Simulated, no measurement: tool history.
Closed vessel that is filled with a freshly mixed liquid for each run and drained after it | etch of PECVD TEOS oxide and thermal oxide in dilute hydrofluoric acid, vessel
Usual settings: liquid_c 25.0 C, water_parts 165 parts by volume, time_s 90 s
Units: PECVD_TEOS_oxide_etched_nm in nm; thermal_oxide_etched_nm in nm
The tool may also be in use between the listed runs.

run    hour  liquid_c  water_parts  time_s  read-back film thickness of the PECVD TEOS oxide reference wafer, read on the same gauge (nm)  read-back film thickness of the thermal oxide reference wafer, read on the same gauge (nm)  PECVD_TEOS_oxide_etched_nm  thermal_oxide_etched_nm
  1     0.0      25.0          165     105                                                                                         120.01                                                                                      60.044                       10.67                    2.655
  2    39.6      25.0          165     105                                                                                         119.99                                                                                      59.948                       10.66                    2.664
  3   134.4      25.0          165     105                                                                                         120.01                                                                                      59.981                       10.77                    2.647
  4   219.7      25.0          165      90                                                                                         119.98                                                                                      60.016                        9.25                    2.289
  5   257.6      25.0          165      90                                                                                         120.05                                                                                      60.035                        9.18                    2.253
  6   306.4      25.0          165      90                                                                                         119.99                                                                                      59.960                        9.02                    2.244
  7   383.4      25.0          225      90                                                                                         120.00                                                                                      60.027                        6.31                    1.557
  8   460.6      25.0          225      90                                                                                         120.01                                                                                      60.038                        6.31                    1.590
  9   514.6      25.0          225      90                                                                                         120.00                                                                                      60.000                        6.30                    1.557
 10   579.3      28.5          165      90                                                                                         120.01                                                                                      59.998                       10.42                    2.573
 11   671.8      28.5          165      90                                                                                         120.05                                                                                      60.009                       10.46                    2.601
 12   770.0      25.0          165      90                                                                                         119.95                                                                                      59.999                        9.24                    2.237
 13   838.7      23.0          215     105                                                                                         120.01                                                                                      59.983                        7.19                    1.792
 14   928.6      25.0          210      90                                                                                         120.00                                                                                      59.999                        6.91                    1.671
      999.1  -- gauge calibrated
 15  1009.0      25.0          215      60                                                                                         120.00                                                                                      60.037                        4.47                    1.116
 16  1051.5      25.0          225      90                                                                                         119.97                                                                                      59.951                        6.28                    1.575
 17  1108.7      23.0          200      60                                                                                         119.97                                                                                      59.983                        4.51                    1.112
     1247.9  -- thermometer replaced
     1295.6  -- hydrofluoric acid flow meter replaced
 18  1379.2      25.0          125      90                                                                                         119.98                                                                                      60.006                       12.64                    3.149
 19  1469.3      25.0          165      90                                                                                         119.99                                                                                      59.994                        9.17                    2.285
 20  1572.4      25.0          165      90                                                                                         119.99                                                                                      59.992                        9.12                    2.273
 21  1673.1      22.5          125      50                                                                                         120.02                                                                                      60.007                        6.42                    1.569
 22  1711.2      29.5          240      90                                                                                         120.02                                                                                      59.986                        6.83                    1.643
 23  1757.5      23.0          195      90                                                                                         120.00                                                                                      59.993                        7.05                    1.736
 24  1899.4      22.5          165      90                                                                                         120.01                                                                                      59.969                        8.34                    2.068
 25  1985.9      20.5          120      75                                                                                         119.97                                                                                      59.988                        9.24                    2.274
 26  2021.9      27.5          120     115                                                                                         120.03                                                                                      59.997                       18.64                    4.620

4 ways to go on from here, each from the tool as it stands after run 26. What would each give?
  A  2022.6      25.0          240      90                                                                                              ?                                                                                           ?                           ?                        ?
  B  2022.6      25.0          165      40                                                                                              ?                                                                                           ?                           ?                        ?
  C  2022.6      25.0          165      50                                                                                              ?                                                                                           ?                           ?                        ?
  D  2022.6      25.0          190      90                                                                                              ?                                                                                           ?                           ?                        ?

run  read-back film thickness of the PECVD TEOS oxide reference wafer, read on the same gauge (nm)  read-back film thickness of the thermal oxide reference wafer, read on the same gauge (nm)  PECVD_TEOS_oxide_etched_nm  thermal_oxide_etched_nm
  A                                                                                         119.97                                                                                      60.021                        5.82                    1.443
  B                                                                                         119.97                                                                                      60.021                        4.08                    1.013
  C                                                                                         119.97                                                                                      60.021                        5.10                    1.266
  D                                                                                         119.97                                                                                      60.021                        7.76                    1.924
Without the tool's hidden state the same runs would have given:
run  PECVD_TEOS_oxide_etched_nm  thermal_oxide_etched_nm
  A                        5.82                    1.443
  B                        4.08                    1.013
  C                        5.10                    1.266
  D                        7.76                    1.924

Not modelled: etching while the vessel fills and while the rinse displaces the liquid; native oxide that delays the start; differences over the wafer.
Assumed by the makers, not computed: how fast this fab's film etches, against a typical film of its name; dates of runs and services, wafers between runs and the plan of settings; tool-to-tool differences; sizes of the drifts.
